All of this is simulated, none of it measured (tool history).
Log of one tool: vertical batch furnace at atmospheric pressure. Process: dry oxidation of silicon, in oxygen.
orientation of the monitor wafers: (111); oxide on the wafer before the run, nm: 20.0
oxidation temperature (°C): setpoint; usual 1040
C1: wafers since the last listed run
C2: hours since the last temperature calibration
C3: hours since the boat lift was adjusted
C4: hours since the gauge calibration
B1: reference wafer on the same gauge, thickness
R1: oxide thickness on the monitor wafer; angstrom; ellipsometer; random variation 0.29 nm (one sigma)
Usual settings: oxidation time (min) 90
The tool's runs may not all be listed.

run 1 hour=0 | oxidation_temperature_(°C)=1040 oxidation_time_(min)=90 | C1=0 C2=643.4 C3=1895.4 C4=702.7 | B1=112.01 | R1=1193.5
run 2 hour=77.9 | oxidation_temperature_(°C)=1040 oxidation_time_(min)=90 | C1=1157 C2=721.3 C3=1973.3 C4=780.6 | B1=111.98 | R1=1193.2
run 3 hour=146 | oxidation_temperature_(°C)=1040 oxidation_time_(min)=90 | C1=1011 C2=789.4 C3=2041.4 C4=848.7 | B1=112.02 | R1=1193.9
run 4 hour=213.2 | oxidation_temperature_(°C)=1050 oxidation_time_(min)=57.5 | C1=998 C2=856.6 C3=2108.6 C4=915.9 | B1=112.04 | R1=969.5
run 5 hour=250.5 | oxidation_temperature_(°C)=1050 oxidation_time_(min)=57.5 | C1=554 C2=893.9 C3=2145.9 C4=953.2 | B1=112.06 | R1=970
run 6 hour=326.9 | oxidation_temperature_(°C)=1050 oxidation_time_(min)=57.5 | C1=1135 C2=970.3 C3=2222.3 C4=1029.6 | B1=111.93 | R1=971.5
run 7 hour=390.1 | oxidation_temperature_(°C)=1040 oxidation_time_(min)=90 | C1=939 C2=1033.5 C3=2285.5 C4=1092.8 | B1=112.07 | R1=1189
run 8 hour=487.1 | oxidation_temperature_(°C)=1024 oxidation_time_(min)=114.5 | C1=1441 C2=1130.5 C3=2382.5 C4=1189.8 | B1=112 | R1=1253.2
-- hour=568 gauge calibrated
run 9 hour=595 | oxidation_temperature_(°C)=1024 oxidation_time_(min)=114.5 | C1=1603 C2=1238.4 C3=2490.4 C4=27 | B1=111.98 | R1=1253.2
run 10 hour=638.8 | oxidation_temperature_(°C)=1024 oxidation_time_(min)=114.5 | C1=650 C2=1282.2 C3=2534.2 C4=70.8 | B1=112 | R1=1255.2
run 11 hour=697.3 | oxidation_temperature_(°C)=1040 oxidation_time_(min)=90 | C1=869 C2=1340.7 C3=2592.7 C4=129.3 | B1=112.03 | R1=1198.3
run 12 hour=746.1 | oxidation_temperature_(°C)=1040 oxidation_time_(min)=90 | C1=725 C2=1389.5 C3=2641.5 C4=178.1 | B1=112 | R1=1193.3
run 13 hour=840.3 | oxidation_temperature_(°C)=1040 oxidation_time_(min)=90 | C1=1399 C2=1483.7 C3=2735.7 C4=272.3 | B1=112.06 | R1=1197.5
run 14 hour=880.1 | oxidation_temperature_(°C)=1048 oxidation_time_(min)=131 | C1=591 C2=1523.5 C3=2775.5 C4=312.1 | B1=112.03 | R1=1550.1
run 15 hour=959.1 | oxidation_temperature_(°C)=1060 oxidation_time_(min)=90 | C1=1173 C2=1602.5 C3=2854.5 C4=391.1 | B1=111.98 | R1=1331.4
-- hour=1034.9 boat lift adjusted
run 16 hour=1035.4 | oxidation_temperature_(°C)=1040 oxidation_time_(min)=45 | C1=777 C2=1678.8 C3=0.5 C4=467.4 | B1=112.02 | R1=821.1
-- hour=1066.4 thermocouples replaced and temperature profile calibrated
run 17 hour=1087.1 | oxidation_temperature_(°C)=1040 oxidation_time_(min)=90 | C1=411 C2=20.7 C3=52.2 C4=519.1 | B1=112.03 | R1=1203.4

Run 18 comes next. What will it give?
run 18 hour=1141 | oxidation_temperature_(°C)=1050 oxidation_time_(min)=90 | C1=800 C2=74.6 C3=106.1 C4=573 | B1=? | R1=?

Run 18 gave B1 112, R1 1271.4 angstrom.
Without the tool's hidden state the same run would have given R1 1273.8 angstrom.

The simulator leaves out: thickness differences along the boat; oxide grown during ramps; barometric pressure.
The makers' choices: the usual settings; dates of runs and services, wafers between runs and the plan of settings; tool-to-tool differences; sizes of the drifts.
